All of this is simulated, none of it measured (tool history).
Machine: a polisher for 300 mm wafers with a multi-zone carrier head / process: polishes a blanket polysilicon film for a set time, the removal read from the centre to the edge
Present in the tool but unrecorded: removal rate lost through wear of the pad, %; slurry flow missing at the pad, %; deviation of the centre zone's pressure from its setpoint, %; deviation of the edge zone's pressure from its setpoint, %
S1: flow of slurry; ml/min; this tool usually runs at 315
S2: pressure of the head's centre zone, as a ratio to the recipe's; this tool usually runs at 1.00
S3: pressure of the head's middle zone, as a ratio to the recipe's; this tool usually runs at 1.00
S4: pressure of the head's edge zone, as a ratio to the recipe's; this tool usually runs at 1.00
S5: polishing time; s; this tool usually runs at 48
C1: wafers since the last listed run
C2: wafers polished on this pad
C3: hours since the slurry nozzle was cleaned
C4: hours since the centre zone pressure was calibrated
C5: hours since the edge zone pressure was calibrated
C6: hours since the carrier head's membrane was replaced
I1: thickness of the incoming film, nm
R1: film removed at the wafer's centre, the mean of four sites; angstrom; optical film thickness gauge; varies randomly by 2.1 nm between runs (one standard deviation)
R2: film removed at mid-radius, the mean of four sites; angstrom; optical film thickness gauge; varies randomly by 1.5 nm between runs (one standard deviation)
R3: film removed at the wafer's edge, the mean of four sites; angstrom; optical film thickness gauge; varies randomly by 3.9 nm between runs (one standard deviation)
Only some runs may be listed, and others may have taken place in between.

run,hour,S1,S2,S3,S4,S5,C1,C2,C3,C4,C5,C6,I1,R1,R2,R3
1,0.0,315,1.00,1.00,1.00,48,0,5590,188.3,327.4,487.4,406.0,1642.4,2525,2463,2520
# hour 37.6: worn pad replaced by a new one
2,76.4,385,1.00,1.00,1.00,48,762,408,264.7,403.8,563.8,482.4,1624.0,2566,2490,2542
3,128.0,315,1.00,1.00,1.00,48,543,952,316.3,455.4,615.4,534.0,1601.1,2509,2402,2546
4,167.8,315,0.91,1.00,1.00,48,419,1371,356.1,495.2,655.2,573.8,1612.3,2266,2436,2514
5,207.4,315,0.96,1.00,1.00,64,417,1788,395.7,534.8,694.8,613.4,1615.8,3206,3216,3303
# hour 257.7: edge zone pressure recalibrated
6,261.3,270,1.00,1.00,1.00,48,546,2335,449.6,588.7,3.6,667.3,1600.7,2420,2416,2546
7,363.6,210,1.08,1.10,1.00,48,1077,3413,551.9,691.0,105.9,769.6,1643.7,2574,2508,2463
# hour 403.1: centre zone pressure recalibrated
8,420.3,315,1.00,1.00,1.00,42,576,3989,608.6,17.2,162.6,826.3,1623.7,2204,2111,2250
# hour 504.5: slurry nozzle cleaned
9,514.9,315,1.00,1.00,1.00,48,986,4975,10.4,111.8,257.2,920.9,1652.3,2572,2491,2567
10,593.0,315,0.93,1.00,0.96,58,822,5798,88.5,189.9,335.3,999.0,1628.9,2859,2991,3051
# hour 731.9: worn pad replaced by a new one
11,845.2,315,1.00,1.00,1.00,48,2614,1193,340.7,442.1,587.5,1251.2,1636.6,2467,2432,2491
# hour 878.6: edge zone pressure recalibrated
# hour 1001.2: centre zone pressure recalibrated
# hour 1069.2: carrier head's membrane replaced by a new one
12,1149.0,355,1.00,1.10,1.00,48,3105,4299,644.5,147.8,270.4,79.8,1612.8,2476,2598,2441
# hour 1204.4: slurry nozzle cleaned
13,1242.0,315,1.00,1.00,1.00,48,969,5268,37.6,240.8,363.4,172.8,1609.5,2569,2482,2547
14,1346.2,315,0.94,1.00,1.00,48,1097,6366,141.8,345.0,467.6,277.0,1619.4,2413,2457,2537
# hour 1386.3: worn pad replaced by a new one
15,1415.1,390,1.00,1.00,1.00,48,683,302,210.7,413.9,536.5,345.9,1623.3,2547,2490,2639
16,1506.5,315,1.00,1.00,1.00,48,962,1265,302.1,505.3,627.9,437.3,1601.9,2510,2431,2530
17,1555.7,355,1.00,1.08,0.90,40,518,1784,351.3,554.5,677.1,486.5,1624.9,2090,2186,2075
# hour 1578.4: edge zone pressure recalibrated
# hour 1607.3: centre zone pressure recalibrated
18,1638.1,315,1.06,1.00,1.00,39,825,2610,433.7,30.8,59.7,568.9,1622.2,2133,1981,2017
19,1682.4,350,1.00,1.05,0.97,56,466,3076,478.0,75.1,104.0,613.2,1629.1,2915,2933,2936
20,1720.2,315,1.05,1.11,0.89,48,398,3475,515.8,112.9,141.8,651.0,1637.9,2604,2650,2382
21,1767.4,315,1.00,1.00,0.93,63,497,3972,563.0,160.1,189.0,698.2,1660.7,3227,3208,3239

For each run, what was the tool's unlogged condition?
removal rate lost through wear of the pad, %: 0 across all the runs
deviation of the centre zone's pressure from its setpoint, %: 0 across all the runs
deviation of the edge zone's pressure from its setpoint, %: 0 across all the runs
H1: slurry flow missing at the pad, %
run,H1
1,27.2
2,32.4
3,35
4,36.7
5,38.1
6,39.6
7,41.6
8,42.3
9,13.6
10,25.6
11,44.9
12,51.5
13,10.9
14,24.3
15,30.3
16,35.8
17,37.9
18,40.5
19,41.6
20,42.3
21,43.1
